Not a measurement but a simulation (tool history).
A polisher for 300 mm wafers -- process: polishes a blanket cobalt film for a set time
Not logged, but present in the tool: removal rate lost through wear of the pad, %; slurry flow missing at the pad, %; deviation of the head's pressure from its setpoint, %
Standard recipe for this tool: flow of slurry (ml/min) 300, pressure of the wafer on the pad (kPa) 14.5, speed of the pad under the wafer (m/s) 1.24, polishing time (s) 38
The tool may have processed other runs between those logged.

run	day	flow of slurry (ml/min)	pressure of the wafer on the pad (kPa)	speed of the pad under the wafer (m/s)	polishing time (s)	wafers since the last listed run	wafers polished on this pad	hours since the slurry nozzle was cleaned	hours since the head pressure was calibrated	incoming thickness of the incoming film, nm	film removed (angstrom)
1	0.000	300	14.5	1.24	38	0	4820	336.7	138.4	710.8	1712
2	2.508	300	14.5	1.24	38	742	5562	396.9	198.6	703.6	1687
3	6.375	300	14.5	1.24	38	1144	6707	489.7	291.4	709.6	1668
4	9.508	300	14.5	1.24	38	927	7634	564.9	366.6	704.3	1635
# day 10.229: worn pad replaced by a new one
# day 11.833: slurry nozzle cleaned
5	12.662	300	14.5	1.24	38	871	707	19.9	442.3	709.1	1840
6	14.554	300	14.5	1.48	38	559	1267	65.3	487.7	697.4	2145
7	16.171	300	14.5	1.48	38	478	1746	104.1	526.5	714.6	2076
8	19.779	300	14.5	1.48	38	1067	2814	190.7	613.1	720.9	2027
# day 24.146: head pressure recalibrated
9	24.167	300	14.5	1.24	38	1273	4088	296.0	0.5	697.7	1853
10	27.042	300	14.5	1.24	38	850	4939	365.0	69.5	717.1	1788
11	28.662	300	14.5	1.24	32	479	5418	403.9	108.4	697.0	1486
12	31.467	300	14.5	1.24	32	829	6248	471.2	175.7	695.2	1423
# day 34.171: worn pad replaced by a new one
13	35.783	300	14.5	1.24	38	1228	477	574.8	279.3	708.3	1899
14	37.871	300	14.5	1.24	38	617	1095	624.9	329.4	714.9	1846
15	40.354	300	14.5	1.24	38	735	1830	684.5	389.0	711.7	1770
# day 42.646: slurry nozzle cleaned
16	43.671	300	14.5	1.24	38	969	2799	24.6	468.6	714.0	1715
17	48.062	300	14.5	1.24	48	1299	4099	130.0	574.0	716.0	2166
18	50.975	300	14.5	1.24	38	862	4961	199.9	643.9	710.9	1692
19	53.075	300	14.5	1.24	38	621	5582	250.3	694.3	701.1	1658
20	55.067	205	15.9	1.24	28	589	6172	298.1	742.1	699.8	1279
# day 55.771: worn pad replaced by a new one
# day 56.021: head pressure recalibrated
21	56.858	230	14.5	1.24	26	456	297	341.1	20.1	701.5	1355
22	60.362	300	14.5	1.42	38	1037	1334	425.2	104.2	708.3	2192
23	64.833	300	15.9	1.66	38	1323	2657	532.5	211.5	711.4	2549
24	68.200	330	12.4	1.24	31	996	3654	613.3	292.3	719.9	1264
25	70.871	270	14.5	0.92	38	790	4444	677.4	356.4	717.5	1240
# day 71.771: slurry nozzle cleaned
26	72.400	230	14.5	1.24	26	440	4884	15.1	393.1	711.3	1104
27	75.358	385	17.9	1.48	25	875	5760	86.1	464.1	716.8	1573
28	77.854	300	14.5	1.24	32	738	6499	146.0	524.0	700.9	1380
# day 80.938: worn pad replaced by a new one
29	84.117	300	14.5	1.24	38	1804	940	296.3	674.3	718.9	1799
30	86.792	335	11.0	0.84	29	791	1732	360.5	738.5	714.7	743
# day 86.971: head pressure recalibrated
31	88.846	225	15.9	1.24	28	583	2315	409.8	45.0	702.3	1477
32	99.104	300	14.5	1.24	38	3036	5352	656.0	291.2	724.7	1664
# day 101.125: slurry nozzle cleaned
33	102.592	200	17.2	1.64	38	1019	6371	35.2	374.9	720.4	2591
# day 105.983: worn pad replaced by a new one
34	106.004	300	16.5	1.24	38	960	5	117.1	456.8	698.7	2130
35	109.946	300	12.4	1.24	38	1166	1172	211.7	551.4	708.3	1573
36	114.342	385	17.9	1.24	49	1301	2473	317.2	656.9	725.5	2711
37	116.738	300	14.5	1.24	38	709	3182	374.7	714.4	701.5	1696
38	119.738	300	14.5	1.46	47	887	4070	446.7	786.4	714.8	2378

Below are 3 alternative next runs, each starting from the tool's condition after run 38. Predict each:
A	119.754	300	14.5	1.00	38	4	4075	447.1	786.8	716.2	?
B	119.754	225	16.5	1.24	33	4	4075	447.1	786.8	716.2	?
C	119.754	225	16.5	1.54	48	4	4075	447.1	786.8	716.2	?

run	film removed (angstrom)
A	1377
B	1625
C	2935
What these runs would have given with no unlogged condition in the tool:
run	film removed (angstrom)
A	1685
B	1988
C	3592

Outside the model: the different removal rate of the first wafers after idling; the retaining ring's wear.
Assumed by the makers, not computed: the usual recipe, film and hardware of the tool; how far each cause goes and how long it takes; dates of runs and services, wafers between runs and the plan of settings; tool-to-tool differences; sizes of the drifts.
